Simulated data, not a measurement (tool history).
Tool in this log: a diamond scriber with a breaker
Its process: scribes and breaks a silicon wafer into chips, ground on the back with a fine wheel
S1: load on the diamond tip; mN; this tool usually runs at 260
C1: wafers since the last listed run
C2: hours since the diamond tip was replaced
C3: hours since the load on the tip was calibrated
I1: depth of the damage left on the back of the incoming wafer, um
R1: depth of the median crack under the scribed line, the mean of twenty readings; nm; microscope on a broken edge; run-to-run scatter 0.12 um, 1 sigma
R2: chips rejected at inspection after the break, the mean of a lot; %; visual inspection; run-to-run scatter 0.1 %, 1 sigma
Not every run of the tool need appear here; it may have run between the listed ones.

run	hour	S1	C1	C2	C3	I1	R1	R2
1	0.0	215	0	835.5	905.6	1.75	9110	6.58
2	17.9	222	67	853.4	923.5	1.55	9180	5.52
3	34.3	295	61	869.8	939.9	2.45	10990	2.02
4	49.1	295	55	884.6	954.7	1.87	10880	1.55
5	70.7	260	80	906.2	976.3	1.60	9860	3.02
6	86.3	260	58	921.8	991.9	2.41	10080	4.07
7	118.9	260	122	954.4	1024.5	1.89	9880	3.93
# hour 132.2: diamond tip replaced by a new one, of another model than before
8	139.8	260	70	7.6	1045.4	1.90	11050	1.08
9	154.4	260	54	22.2	1060.0	1.79	11180	1.13
10	173.6	205	71	41.4	1079.2	2.45	8660	9.62
11	207.1	289	125	74.9	1112.7	1.53	12550	2.19
12	239.8	283	122	107.6	1145.4	2.97	12610	2.58
13	262.9	336	86	130.7	1168.5	2.78	14430	8.00
14	289.3	260	98	157.1	1194.9	1.81	11320	1.12
# hour 302.1: load on the tip recalibrated
15	325.1	260	126	192.9	23.0	2.86	11250	2.30
16	360.3	192	131	228.1	58.2	1.97	7970	13.96
17	395.7	237	132	263.5	93.6	1.63	10350	2.42

What was the tool's hidden state at every run in the log?
deviation of the load on the tip from its setpoint, %: 0 across all the runs
H1: share of the diamond tip's cutting effectiveness lost through wear, %
run	H1
1	14.9
2	15.5
3	16.1
4	16.6
5	17.4
6	17.9
7	19.1
8	0.634
9	0.642
10	0.666
11	0.742
12	0.859
13	0.967
14	1.12
15	1.36
16	1.65
17	1.99
